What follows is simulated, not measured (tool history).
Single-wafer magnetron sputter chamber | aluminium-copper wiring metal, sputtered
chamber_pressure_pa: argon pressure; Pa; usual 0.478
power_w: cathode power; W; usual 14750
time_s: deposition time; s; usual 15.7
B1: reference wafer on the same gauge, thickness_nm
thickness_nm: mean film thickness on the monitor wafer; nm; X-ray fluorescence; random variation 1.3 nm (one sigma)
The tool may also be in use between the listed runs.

{"run": 1, "hour": 0.0, "chamber_pressure_pa": 0.478, "power_w": 14750, "time_s": 15.7, "B1": 329.832, "thickness_nm": 383.806}
{"run": 2, "hour": 15.5, "chamber_pressure_pa": 0.478, "power_w": 14750, "time_s": 15.7, "B1": 329.574, "thickness_nm": 381.359}
{"run": 3, "hour": 45.1, "chamber_pressure_pa": 0.478, "power_w": 14750, "time_s": 15.7, "B1": 330.133, "thickness_nm": 377.416}
{"hour": 65.0, "done": "sputter target and shields replaced"}
{"run": 4, "hour": 65.5, "chamber_pressure_pa": 0.351, "power_w": 14750, "time_s": 17.5, "B1": 330.024, "thickness_nm": 461.791}
{"run": 5, "hour": 72.2, "chamber_pressure_pa": 0.351, "power_w": 14750, "time_s": 17.5, "B1": 329.97, "thickness_nm": 461.4}
{"run": 6, "hour": 118.7, "chamber_pressure_pa": 0.478, "power_w": 13850, "time_s": 15.7, "B1": 330.179, "thickness_nm": 367.671}
{"hour": 132.7, "done": "capacitance manometer re-zeroed and calibrated"}
{"run": 7, "hour": 133.2, "chamber_pressure_pa": 0.362, "power_w": 14750, "time_s": 15.7, "B1": 330.383, "thickness_nm": 403.1}
{"run": 8, "hour": 145.5, "chamber_pressure_pa": 0.362, "power_w": 14750, "time_s": 15.7, "B1": 329.664, "thickness_nm": 401.881}
{"hour": 165.7, "done": "sputter target and shields replaced"}
{"run": 9, "hour": 166.2, "chamber_pressure_pa": 0.478, "power_w": 14750, "time_s": 15.7, "B1": 330.222, "thickness_nm": 381.118}
{"run": 10, "hour": 169.5, "chamber_pressure_pa": 0.478, "power_w": 14750, "time_s": 15.7, "B1": 329.853, "thickness_nm": 382.847}
{"run": 11, "hour": 202.8, "chamber_pressure_pa": 0.532, "power_w": 14750, "time_s": 18.1, "B1": 329.63, "thickness_nm": 426.356}
{"run": 12, "hour": 216.4, "chamber_pressure_pa": 0.478, "power_w": 14750, "time_s": 15.7, "B1": 329.804, "thickness_nm": 378.855}
{"run": 13, "hour": 231.2, "chamber_pressure_pa": 0.598, "power_w": 14750, "time_s": 16.5, "B1": 329.988, "thickness_nm": 370.853}
{"hour": 242.8, "done": "gauge calibrated"}
{"run": 14, "hour": 246.0, "chamber_pressure_pa": 0.347, "power_w": 14750, "time_s": 15.7, "B1": 330.118, "thickness_nm": 406.65}
{"hour": 258.5, "done": "magnet pack replaced, of another model than before"}
{"hour": 265.8, "done": "sputter target and shields replaced"}
{"run": 15, "hour": 266.3, "chamber_pressure_pa": 0.616, "power_w": 12550, "time_s": 14.4, "B1": 330.231, "thickness_nm": 305.685}
{"run": 16, "hour": 266.6, "chamber_pressure_pa": 0.478, "power_w": 14750, "time_s": 15.7, "B1": 330.176, "thickness_nm": 380.48}
{"run": 17, "hour": 292.2, "chamber_pressure_pa": 0.478, "power_w": 14750, "time_s": 15.7, "B1": 330.237, "thickness_nm": 380.545}
{"run": 18, "hour": 308.2, "chamber_pressure_pa": 0.478, "power_w": 12150, "time_s": 15.7, "B1": 330.443, "thickness_nm": 346.117}
{"run": 19, "hour": 323.8, "chamber_pressure_pa": 0.478, "power_w": 14750, "time_s": 14.5, "B1": 330.278, "thickness_nm": 350.253}
{"run": 20, "hour": 336.5, "chamber_pressure_pa": 0.528, "power_w": 13450, "time_s": 13.0, "B1": 329.932, "thickness_nm": 291.063}
{"run": 21, "hour": 343.2, "chamber_pressure_pa": 0.425, "power_w": 11100, "time_s": 17.2, "B1": 329.906, "thickness_nm": 369.423}
{"run": 22, "hour": 352.5, "chamber_pressure_pa": 0.393, "power_w": 16050, "time_s": 16.7, "B1": 330.17, "thickness_nm": 431.366}

The same runs without the tool's hidden state, with the same run-to-run variation:
The hidden state here: deposition rate above that of a new target (%); true argon pressure above the setpoint (%); gauge reads high (%).
run=1 thickness_nm=385.069
run=2 thickness_nm=383.945
run=3 thickness_nm=384.103
run=4 thickness_nm=463.211
run=5 thickness_nm=462.891
run=6 thickness_nm=372.085
run=7 thickness_nm=410.179
run=8 thickness_nm=411.275
run=9 thickness_nm=381.393
run=10 thickness_nm=383.140
run=11 thickness_nm=428.466
run=12 thickness_nm=382.130
run=13 thickness_nm=376.051
run=14 thickness_nm=415.123
run=15 thickness_nm=306.904
run=16 thickness_nm=381.997
run=17 thickness_nm=382.880
run=18 thickness_nm=349.422
run=19 thickness_nm=355.313
run=20 thickness_nm=296.770
run=21 thickness_nm=377.832
run=22 thickness_nm=443.297
